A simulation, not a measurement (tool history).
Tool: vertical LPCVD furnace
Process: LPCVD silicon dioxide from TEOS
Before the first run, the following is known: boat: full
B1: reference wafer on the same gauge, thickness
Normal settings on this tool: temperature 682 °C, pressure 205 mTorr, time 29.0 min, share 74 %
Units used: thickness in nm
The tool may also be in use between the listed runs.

{"run": 1, "hour": 0.0, "temperature": 682, "pressure": 205, "time": 29.0, "share": 74, "B1": 132.39, "thickness": 121.98}
{"run": 2, "hour": 80.5, "temperature": 682, "pressure": 205, "time": 34.0, "share": 83, "B1": 132.24, "thickness": 152.83}
{"hour": 104.4, "done": "gauge calibrated"}
{"run": 3, "hour": 151.8, "temperature": 682, "pressure": 205, "time": 34.0, "share": 83, "B1": 135.12, "thickness": 155.61}
{"run": 4, "hour": 249.0, "temperature": 682, "pressure": 205, "time": 34.0, "share": 83, "B1": 134.89, "thickness": 154.74}
{"run": 5, "hour": 332.0, "temperature": 675, "pressure": 235, "time": 29.0, "share": 74, "B1": 134.72, "thickness": 111.86}
{"run": 6, "hour": 422.3, "temperature": 686, "pressure": 205, "time": 29.0, "share": 66, "B1": 134.27, "thickness": 129.14}
{"run": 7, "hour": 489.4, "temperature": 682, "pressure": 205, "time": 29.0, "share": 74, "B1": 134.07, "thickness": 124.27}
{"run": 8, "hour": 557.1, "temperature": 682, "pressure": 205, "time": 29.0, "share": 74, "B1": 133.96, "thickness": 124.53}
{"run": 9, "hour": 645.9, "temperature": 682, "pressure": 225, "time": 29.0, "share": 66, "B1": 133.54, "thickness": 121.37}
{"run": 10, "hour": 750.4, "temperature": 682, "pressure": 205, "time": 29.0, "share": 74, "B1": 133.29, "thickness": 123.31}
{"run": 11, "hour": 834.0, "temperature": 682, "pressure": 205, "time": 29.0, "share": 74, "B1": 132.83, "thickness": 122.49}
{"run": 12, "hour": 927.9, "temperature": 682, "pressure": 205, "time": 29.0, "share": 74, "B1": 132.64, "thickness": 122.86}
{"run": 13, "hour": 989.1, "temperature": 692, "pressure": 205, "time": 29.0, "share": 85, "B1": 132.3, "thickness": 166.71}
{"hour": 1014.6, "done": "TEOS flow controller replaced"}
{"run": 14, "hour": 1079.5, "temperature": 682, "pressure": 205, "time": 34.0, "share": 83, "B1": 132.1, "thickness": 151.82}
{"run": 15, "hour": 1128.9, "temperature": 675, "pressure": 250, "time": 33.0, "share": 69, "B1": 131.8, "thickness": 123.87}
{"run": 16, "hour": 1177.7, "temperature": 682, "pressure": 240, "time": 29.0, "share": 74, "B1": 131.8, "thickness": 131.64}
{"hour": 1226.2, "done": "gauge calibrated"}
{"run": 17, "hour": 1281.8, "temperature": 688, "pressure": 205, "time": 29.0, "share": 68, "B1": 134.7, "thickness": 136.66}
{"hour": 1346.8, "done": "pressure gauge zeroed"}
{"run": 18, "hour": 1347.3, "temperature": 682, "pressure": 205, "time": 29.0, "share": 74, "B1": 134.21, "thickness": 124.28}
{"hour": 1409.0, "done": "thermocouples replaced and temperature profile calibrated"}
{"run": 19, "hour": 1431.8, "temperature": 691, "pressure": 205, "time": 34.5, "share": 61, "B1": 134.06, "thickness": 165.11}
{"run": 20, "hour": 1516.6, "temperature": 682, "pressure": 245, "time": 32.5, "share": 67, "B1": 133.77, "thickness": 144.66}
{"run": 21, "hour": 1585.2, "temperature": 673, "pressure": 205, "time": 29.0, "share": 78, "B1": 133.52, "thickness": 101.96}
{"run": 22, "hour": 1687.2, "temperature": 682, "pressure": 205, "time": 25.0, "share": 86, "B1": 133.26, "thickness": 114.07}
{"run": 23, "hour": 1782.8, "temperature": 692, "pressure": 205, "time": 29.0, "share": 74, "B1": 132.88, "thickness": 155.59}
{"run": 24, "hour": 1831.9, "temperature": 694, "pressure": 230, "time": 29.0, "share": 88, "B1": 132.61, "thickness": 187.82}
{"run": 25, "hour": 1920.9, "temperature": 682, "pressure": 205, "time": 21.0, "share": 74, "B1": 132.18, "thickness": 87.71}

Difference, measured minus no-hidden-state, one row per run. Run-to-run variation is common to both terms; the gauge's own scatter need not be:
What the log doesn't record here: true tube temperature minus thermocouple reading, K; true pressure minus gauge reading, mTorr; deviation of the TEOS flow from its setpoint, %; gauge reads high (%).
run=1 thickness=-2.29
run=2 thickness=-3.19
run=3 thickness=+0.26
run=4 thickness=-0.13
run=5 thickness=-0.34
run=6 thickness=-0.69
run=7 thickness=-0.88
run=8 thickness=-1.10
run=9 thickness=-1.35
run=10 thickness=-1.72
run=11 thickness=-1.97
run=12 thickness=-2.29
run=13 thickness=-3.37
run=14 thickness=-3.44
run=15 thickness=-2.97
run=16 thickness=-3.33
run=17 thickness=-0.41
run=18 thickness=-0.59
run=19 thickness=-1.14
run=20 thickness=-1.33
run=21 thickness=-1.12
run=22 thickness=-1.56
run=23 thickness=-2.51
run=24 thickness=-3.28
run=25 thickness=-1.74
